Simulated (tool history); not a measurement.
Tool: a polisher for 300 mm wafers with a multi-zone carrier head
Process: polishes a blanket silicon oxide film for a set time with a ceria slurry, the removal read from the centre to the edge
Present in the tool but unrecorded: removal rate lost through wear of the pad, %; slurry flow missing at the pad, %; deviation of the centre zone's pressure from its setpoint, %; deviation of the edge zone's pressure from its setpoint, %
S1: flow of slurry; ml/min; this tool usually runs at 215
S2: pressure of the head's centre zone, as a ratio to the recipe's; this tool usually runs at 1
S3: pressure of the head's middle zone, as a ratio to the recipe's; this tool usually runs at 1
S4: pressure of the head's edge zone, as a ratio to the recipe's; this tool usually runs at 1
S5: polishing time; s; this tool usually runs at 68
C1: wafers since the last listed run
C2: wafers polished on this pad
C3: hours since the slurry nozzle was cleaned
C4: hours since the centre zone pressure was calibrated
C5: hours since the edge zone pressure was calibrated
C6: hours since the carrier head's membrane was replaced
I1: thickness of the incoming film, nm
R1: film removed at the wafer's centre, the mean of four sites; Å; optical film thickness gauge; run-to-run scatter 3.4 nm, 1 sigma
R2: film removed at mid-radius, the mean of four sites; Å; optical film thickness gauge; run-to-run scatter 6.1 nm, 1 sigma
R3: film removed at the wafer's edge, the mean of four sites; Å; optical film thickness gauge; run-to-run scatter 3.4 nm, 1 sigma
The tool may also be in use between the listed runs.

run   hour   S1    S2    S3    S4  S5   C1    C2     C3      C4      C5     C6      I1    R1    R2    R3
  1      0  215     1     1     1  68    0  1502   96.8   961.6  1297.1  745.5  1067.3  4029  4292  4258
      11.6  -- carrier head's membrane replaced by a new one
  2   18.1  180     1     1  1.04  68  161  1664  114.9   979.7  1315.2    6.5  1049.1  3921  4038  4272
  3     34  185     1     1     1  81  195  1859  130.8   995.6  1331.1   22.4  1047.6  4757  4975  5051
      62.2  -- worn pad replaced by a new one
  4   65.5  215     1     1     1  68  338    40  162.3  1027.1  1362.6   53.9  1042.1  4034  4275  4396
  5   90.4  270   0.9     1     1  68  306   346  187.2    1052  1387.5   78.8  1030.5  3769  4500  4402
     108.3  -- slurry nozzle cleaned
  6  114.5  215     1     1     1  68  284   631    6.2  1076.1  1411.6  102.9  1060.3  4050  4281  4352
     119.3  -- edge zone pressure recalibrated
  7  127.5  170     1     1  1.08  68  135   766   19.2  1089.1     8.2  115.9    1046  3891  4256  4253
     134.6  -- centre zone pressure recalibrated
  8  192.8  215     1     1  0.95  45  779  1545   84.5    58.2    73.5  181.2  1046.2  2578  2931  2820
  9  213.4  215     1  1.04  0.88  85  253  1799  105.1    78.8    94.1  201.8  1042.6  4850  5478  5151
     222.7  -- worn pad replaced by a new one
 10  240.1  280  0.95     1  0.96  81  279   214  131.8   105.5   120.8  228.5  1031.7  4485  5348  5145
 11  273.3  280     1     1     1  68  408   623    165   138.7     154  261.7  1061.1  3918  4366  4422
 12  287.6  215  0.97     1  1.04  68  175   799  179.3     153   168.3    276  1051.4  3753  4362  4460
     313.8  -- centre zone pressure recalibrated, repeated, since the last time left the tool worse
 13  314.5  285  0.88  1.09     1  80  306  1105  206.2     0.7   195.2  302.9    1051  4424  5667  5181
 14    327  215   1.1     1  0.88  68  153  1259  218.7    13.2   207.7  315.4  1037.7  4520  4224  4148
 15  359.6  195     1   1.1  1.05  84  401  1660  251.3    45.8   240.3    348  1050.6  5113  5636  5478

Estimate the outcome of run 16 from the log above:
     361.1  -- slurry nozzle cleaned
 16  383.2  240  0.96  1.04   1  68  278  1938  22.1  69.4  263.9  371.6  1046.4   ?   ?   ?

{"run 16": {"R1": 4018, "R2": 4456, "R3": 4359}}
Minus the tool's unlogged condition, the same run would have read R1 4079 Å, R2 4455 Å, R3 4359 Å.
